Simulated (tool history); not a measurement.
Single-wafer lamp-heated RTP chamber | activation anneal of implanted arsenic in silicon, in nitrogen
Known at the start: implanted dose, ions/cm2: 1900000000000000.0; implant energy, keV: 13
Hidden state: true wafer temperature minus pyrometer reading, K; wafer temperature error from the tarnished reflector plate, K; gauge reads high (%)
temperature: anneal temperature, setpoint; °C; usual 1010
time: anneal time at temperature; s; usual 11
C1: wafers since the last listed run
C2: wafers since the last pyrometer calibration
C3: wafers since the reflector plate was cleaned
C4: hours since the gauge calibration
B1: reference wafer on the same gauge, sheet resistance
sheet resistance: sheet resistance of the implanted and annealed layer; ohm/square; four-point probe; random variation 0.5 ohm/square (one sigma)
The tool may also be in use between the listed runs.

run 1 hour=0 | temperature=1010 time=8 | C1=0 C2=1763 C3=7691 C4=1095.4 | B1=150 | sheet_resistance=129.4
run 2 hour=47.7 | temperature=1010 time=8 | C1=622 C2=2386 C3=8314 C4=1143.1 | B1=149.98 | sheet_resistance=128.65
run 3 hour=84.5 | temperature=1010 time=11 | C1=480 C2=2866 C3=8794 C4=1179.9 | B1=150.06 | sheet_resistance=121.1
run 4 hour=142 | temperature=1010 time=11 | C1=750 C2=3616 C3=9544 C4=1237.4 | B1=149.9 | sheet_resistance=121.51
run 5 hour=178.4 | temperature=1010 time=11 | C1=475 C2=4091 C3=10020 C4=1273.8 | B1=149.94 | sheet_resistance=120.41
-- hour=187.1 pyrometer window cleaned and pyrometer calibrated
run 6 hour=242.7 | temperature=1010 time=11 | C1=734 C2=726 C3=10754 C4=1338.1 | B1=149.99 | sheet_resistance=124.16
run 7 hour=289.3 | temperature=1010 time=11 | C1=608 C2=1334 C3=11363 C4=1384.7 | B1=149.97 | sheet_resistance=123.05
run 8 hour=356.5 | temperature=1010 time=11 | C1=877 C2=2211 C3=12240 C4=1451.9 | B1=149.87 | sheet_resistance=121.15
-- hour=418.6 reflector plate cleaned
run 9 hour=472.3 | temperature=1010 time=11 | C1=1406 C2=3618 C3=701 C4=1567.7 | B1=150.18 | sheet_resistance=120.72
-- hour=484.1 pyrometer window cleaned and pyrometer calibrated
run 10 hour=506.9 | temperature=1010 time=11 | C1=347 C2=297 C3=1048 C4=1602.3 | B1=149.93 | sheet_resistance=125.57
run 11 hour=555.1 | temperature=1010 time=11 | C1=629 C2=926 C3=1677 C4=1650.5 | B1=149.79 | sheet_resistance=123.64
-- hour=588.2 gauge calibrated
run 12 hour=614.2 | temperature=1010 time=11 | C1=771 C2=1697 C3=2449 C4=26 | B1=150.16 | sheet_resistance=123.24
run 13 hour=642.9 | temperature=1010 time=15 | C1=374 C2=2072 C3=2823 C4=54.7 | B1=150.13 | sheet_resistance=115.14
run 14 hour=674.7 | temperature=1002 time=11 | C1=415 C2=2487 C3=3238 C4=86.5 | B1=150.3 | sheet_resistance=127.17
-- hour=803 pyrometer window cleaned and pyrometer calibrated
run 15 hour=882.2 | temperature=999 time=15 | C1=2603 C2=1033 C3=5842 C4=294 | B1=149.93 | sheet_resistance=124.08
run 16 hour=938.2 | temperature=1026 time=11 | C1=730 C2=1764 C3=6573 C4=350 | B1=149.89 | sheet_resistance=111.47
run 17 hour=967.1 | temperature=1039 time=16 | C1=377 C2=2141 C3=6950 C4=378.9 | B1=150.04 | sheet_resistance=94.84
run 18 hour=1036.6 | temperature=1010 time=11 | C1=907 C2=3048 C3=7857 C4=448.4 | B1=149.82 | sheet_resistance=121.35
-- hour=1098.9 pyrometer window cleaned and pyrometer calibrated
run 19 hour=1102.3 | temperature=993 time=7 | C1=753 C2=44 C3=8610 C4=514.1 | B1=150.2 | sheet_resistance=147.68
run 20 hour=1167.2 | temperature=1010 time=11 | C1=847 C2=891 C3=9457 C4=579 | B1=150.15 | sheet_resistance=123.65
run 21 hour=1206 | temperature=1034 time=5 | C1=506 C2=1397 C3=9964 C4=617.8 | B1=149.95 | sheet_resistance=125.13
run 22 hour=1235.2 | temperature=1010 time=11 | C1=381 C2=1779 C3=10345 C4=647 | B1=150.05 | sheet_resistance=122.6
run 23 hour=1301.6 | temperature=1018 time=5 | C1=866 C2=2645 C3=11211 C4=713.4 | B1=150.03 | sheet_resistance=133.66
-- hour=1347.4 reflector plate cleaned
run 24 hour=1370.8 | temperature=998 time=14 | C1=798 C2=3444 C3=305 C4=782.6 | B1=149.92 | sheet_resistance=123.55

Measured less the same run without the tool's hidden state. The same run-to-run variation is in both; the gauge's scatter may not be:
run=1 sheet_resistance=-4.93
run=2 sheet_resistance=-5.55
run=3 sheet_resistance=-6.1
run=4 sheet_resistance=-6.47
run=5 sheet_resistance=-6.55
run=6 sheet_resistance=-3.77
run=7 sheet_resistance=-5.13
run=8 sheet_resistance=-6.24
run=9 sheet_resistance=-7.12
run=10 sheet_resistance=-1.55
run=11 sheet_resistance=-3.44
run=12 sheet_resistance=-4.88
run=13 sheet_resistance=-5.39
run=14 sheet_resistance=-5.75
run=15 sheet_resistance=-3.9
run=16 sheet_resistance=-4.66
run=17 sheet_resistance=-4.45
run=18 sheet_resistance=-6.03
run=19 sheet_resistance=-0.84
run=20 sheet_resistance=-3.81
run=21 sheet_resistance=-4.38
run=22 sheet_resistance=-5.43
run=23 sheet_resistance=-5.6
run=24 sheet_resistance=-7
